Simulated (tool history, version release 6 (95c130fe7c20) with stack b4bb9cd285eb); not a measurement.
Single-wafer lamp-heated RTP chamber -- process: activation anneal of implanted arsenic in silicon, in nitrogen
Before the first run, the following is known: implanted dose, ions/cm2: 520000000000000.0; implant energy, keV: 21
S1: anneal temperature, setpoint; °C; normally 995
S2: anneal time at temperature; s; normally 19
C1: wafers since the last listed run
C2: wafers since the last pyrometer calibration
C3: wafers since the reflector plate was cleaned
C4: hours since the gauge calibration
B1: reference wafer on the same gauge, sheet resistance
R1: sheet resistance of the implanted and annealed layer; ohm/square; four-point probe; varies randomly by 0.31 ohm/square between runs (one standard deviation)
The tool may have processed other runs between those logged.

Run 1, day 0: usual settings; C1 0; C2 1792; C3 6595; C4 16.8; B1 245.95. Result: R1 207.34 ohm/square.
Run 2, day 0.383: usual settings but S1 971 °C, S2 24 s; C1 106; C2 1899; C3 6701; C4 26; B1 245.93. Result: R1 208.94 ohm/square.
Run 3, day 1.071: usual settings but S1 971 °C, S2 24 s; C1 191; C2 2090; C3 6893; C4 42.5; B1 245.97. Result: R1 208.49 ohm/square.
Run 4, day 1.433: usual settings but S1 971 °C, S2 24 s; C1 101; C2 2191; C3 6994; C4 51.2; B1 246.08. Result: R1 208.8 ohm/square.
Run 5, day 2.067: usual settings; C1 176; C2 2368; C3 7171; C4 66.4; B1 245.96. Result: R1 207.52 ohm/square.
Run 6, day 2.525: usual settings; C1 127; C2 2496; C3 7298; C4 77.4; B1 245.9. Result: R1 206.63 ohm/square.
At day 2.925: pyrometer window cleaned and pyrometer calibrated.
Run 7, day 3.221: usual settings but S2 28 s; C1 101; C2 82; C3 7399; C4 94.1; B1 246.03. Result: R1 206.15 ohm/square.

What does the tool deliver on the next run?
Run 8, day 3.688: usual settings; C1 130; C2 212; C3 7529; C4 105.3; B1 ?. Result: R1 ?.

{"run 8": {"B1": 245.94, "R1": 208.32}}
Without the tool's hidden state the same run would have given R1 208.46 ohm/square.

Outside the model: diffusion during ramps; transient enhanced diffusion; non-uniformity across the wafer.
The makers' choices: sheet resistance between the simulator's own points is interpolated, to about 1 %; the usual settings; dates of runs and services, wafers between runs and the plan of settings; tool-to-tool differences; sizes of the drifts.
